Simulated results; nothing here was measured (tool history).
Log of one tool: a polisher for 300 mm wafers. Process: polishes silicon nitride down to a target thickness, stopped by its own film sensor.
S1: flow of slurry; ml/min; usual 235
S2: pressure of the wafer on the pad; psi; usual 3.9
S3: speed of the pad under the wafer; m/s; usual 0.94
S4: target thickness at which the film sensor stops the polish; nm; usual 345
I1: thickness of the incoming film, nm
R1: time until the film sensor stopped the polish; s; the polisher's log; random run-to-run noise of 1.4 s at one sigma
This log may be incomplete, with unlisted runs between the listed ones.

Run 1, hour 0: usual settings but S1 280 ml/min; I1 534.7. Result: R1 86.8 s.
Run 2, hour 14.3: usual settings but S1 280 ml/min; I1 544.7. Result: R1 92.2 s.
At hour 17.9: slurry nozzle cleaned.
Run 3, hour 44.3: usual settings but S1 280 ml/min; I1 541.2. Result: R1 93.2 s.
Run 4, hour 66.1: usual settings; I1 537.7. Result: R1 92.2 s.
At hour 79.3: worn pad replaced by a new one.
Run 5, hour 83.9: usual settings; I1 540.6. Result: R1 93.2 s.
Run 6, hour 112.7: usual settings; I1 537.8. Result: R1 92.4 s.
Run 7, hour 138.2: usual settings but S1 185 ml/min; I1 542.4. Result: R1 94.2 s.
At hour 157.2: worn pad replaced by a new one.
Run 8, hour 170.9: usual settings but S1 185 ml/min; I1 542.9. Result: R1 95.6 s.
Run 9, hour 193.9: usual settings; I1 544.7. Result: R1 95.8 s.
Run 10, hour 226: usual settings; I1 539.2. Result: R1 91.9 s.
At hour 237.6: head pressure recalibrated.
At hour 252.3: worn pad replaced by a new one.
Run 11, hour 252.8: usual settings but S2 2.7 psi, S4 408 nm; I1 536. Result: R1 81.9 s.
Run 12, hour 270.5: usual settings but S3 1.04 m/s, S4 409 nm; I1 539.5. Result: R1 56.6 s.
Run 13, hour 291.1: usual settings; I1 539.5. Result: R1 95.1 s.
At hour 299.5: slurry nozzle cleaned.
Run 14, hour 305.8: usual settings but S1 265 ml/min; I1 541.8. Result: R1 90.8 s.
Run 15, hour 330.1: usual settings but S1 160 ml/min; I1 538. Result: R1 93.4 s.
At hour 342.8: worn pad replaced by a new one.
Run 16, hour 355.2: usual settings but S1 280 ml/min; I1 538.5. Result: R1 91.4 s.
Run 17, hour 380.5: usual settings but S1 260 ml/min, S3 0.7 m/s, S4 303 nm; I1 540.4. Result: R1 137.5 s.
Run 18, hour 413.6: usual settings but S1 165 ml/min, S2 4.3 psi, S3 0.62 m/s, S4 408 nm; I1 540.8. Result: R1 82.9 s.
At hour 418.2: worn pad replaced by a new one.
Run 19, hour 431.2: usual settings; I1 540.6. Result: R1 90.7 s.

Forecast each of these 5 alternatives for the next run:
Run A, hour 431.7: usual settings; I1 541.4. Result: R1 ?.
Run B, hour 431.7: usual settings but S3 1.1 m/s, S4 403 nm; I1 541.4. Result: R1 ?.
Run C, hour 431.7: usual settings but S2 4.8 psi, S3 0.82 m/s, S4 379 nm; I1 541.4. Result: R1 ?.
Run D, hour 431.7: usual settings but S3 0.68 m/s, S4 372 nm; I1 541.4. Result: R1 ?.
Run E, hour 431.7: usual settings but S3 0.64 m/s, S4 409 nm; I1 541.4. Result: R1 ?.

run     R1
  A     93
  B   58.2
  C   70.5
  D  101.9
  E   83.3
With no hidden state in the tool, these same runs would have given:
run     R1
  A     93
  B   58.2
  C   70.5
  D  101.9
  E   83.3
